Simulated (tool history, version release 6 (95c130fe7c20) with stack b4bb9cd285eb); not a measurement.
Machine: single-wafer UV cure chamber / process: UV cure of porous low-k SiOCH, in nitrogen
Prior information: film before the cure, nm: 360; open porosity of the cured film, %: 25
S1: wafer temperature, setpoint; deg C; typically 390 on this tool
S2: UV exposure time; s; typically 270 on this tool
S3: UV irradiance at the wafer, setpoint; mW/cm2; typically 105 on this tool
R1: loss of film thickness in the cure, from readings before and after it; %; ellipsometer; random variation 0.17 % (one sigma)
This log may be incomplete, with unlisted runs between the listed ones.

run 1 hour=0 | S1=390 S2=270 S3=105 | R1=13.411
run 2 hour=82.3 | S1=390 S2=270 S3=105 | R1=13.17
run 3 hour=184.2 | S1=390 S2=365 S3=105 | R1=14.763
run 4 hour=222.8 | S1=390 S2=365 S3=105 | R1=14.518
run 5 hour=276.3 | S1=390 S2=365 S3=105 | R1=14.921
-- hour=285.5 quartz window cleaned
run 6 hour=313.2 | S1=390 S2=270 S3=105 | R1=13.288
run 7 hour=382.3 | S1=390 S2=270 S3=105 | R1=13.252
run 8 hour=445.4 | S1=404 S2=270 S3=105 | R1=13.472
run 9 hour=515.4 | S1=404 S2=270 S3=105 | R1=13.408
run 10 hour=571 | S1=390 S2=270 S3=115 | R1=13.47
run 11 hour=660.3 | S1=390 S2=270 S3=115 | R1=13.276
-- hour=700 quartz window cleaned
run 12 hour=766.7 | S1=390 S2=270 S3=115 | R1=13.707
run 13 hour=807.2 | S1=390 S2=270 S3=105 | R1=12.587
run 14 hour=890.7 | S1=408 S2=135 S3=93 | R1=9.174
run 15 hour=973.5 | S1=382 S2=270 S3=134 | R1=13.947
run 16 hour=1052.3 | S1=390 S2=270 S3=105 | R1=12.225
-- hour=1127.3 quartz window cleaned
run 17 hour=1141.3 | S1=390 S2=270 S3=105 | R1=12.45
run 18 hour=1193.4 | S1=377 S2=345 S3=83 | R1=12.015
run 19 hour=1250.9 | S1=379 S2=400 S3=79 | R1=12.752
run 20 hour=1320.4 | S1=401 S2=155 S3=105 | R1=9.667
run 21 hour=1510.2 | S1=390 S2=270 S3=105 | R1=12.22
-- hour=1558.8 quartz window cleaned
run 22 hour=1600.7 | S1=385 S2=205 S3=121 | R1=11.154
-- hour=1639.7 UV bulbs replaced
run 23 hour=1646.8 | S1=390 S2=365 S3=105 | R1=15.26
run 24 hour=1710.4 | S1=380 S2=270 S3=83 | R1=12.368
run 25 hour=1933.3 | S1=390 S2=270 S3=105 | R1=13.713
-- hour=1956.1 quartz window cleaned
run 26 hour=2059.4 | S1=390 S2=320 S3=78 | R1=12.979
run 27 hour=2114.6 | S1=409 S2=375 S3=130 | R1=16.29

The same runs without the tool's hidden state, with the same run-to-run variation:
Hidden state present: lamp output below its setpoint, %; transmission lost against a clean window, %.
run=1 R1=13.711
run=2 R1=13.507
run=3 R1=15.171
run=4 R1=14.942
run=5 R1=15.392
run=6 R1=13.769
run=7 R1=13.78
run=8 R1=14.047
run=9 R1=14.035
run=10 R1=14.139
run=11 R1=14.012
run=12 R1=14.569
run=13 R1=13.438
run=14 R1=10.05
run=15 R1=15.018
run=16 R1=13.311
run=17 R1=13.665
run=18 R1=13.27
run=19 R1=14.122
run=20 R1=11.013
run=21 R1=13.959
run=22 R1=12.976
run=23 R1=15.275
run=24 R1=12.384
run=25 R1=13.745
run=26 R1=13.029
run=27 R1=16.352
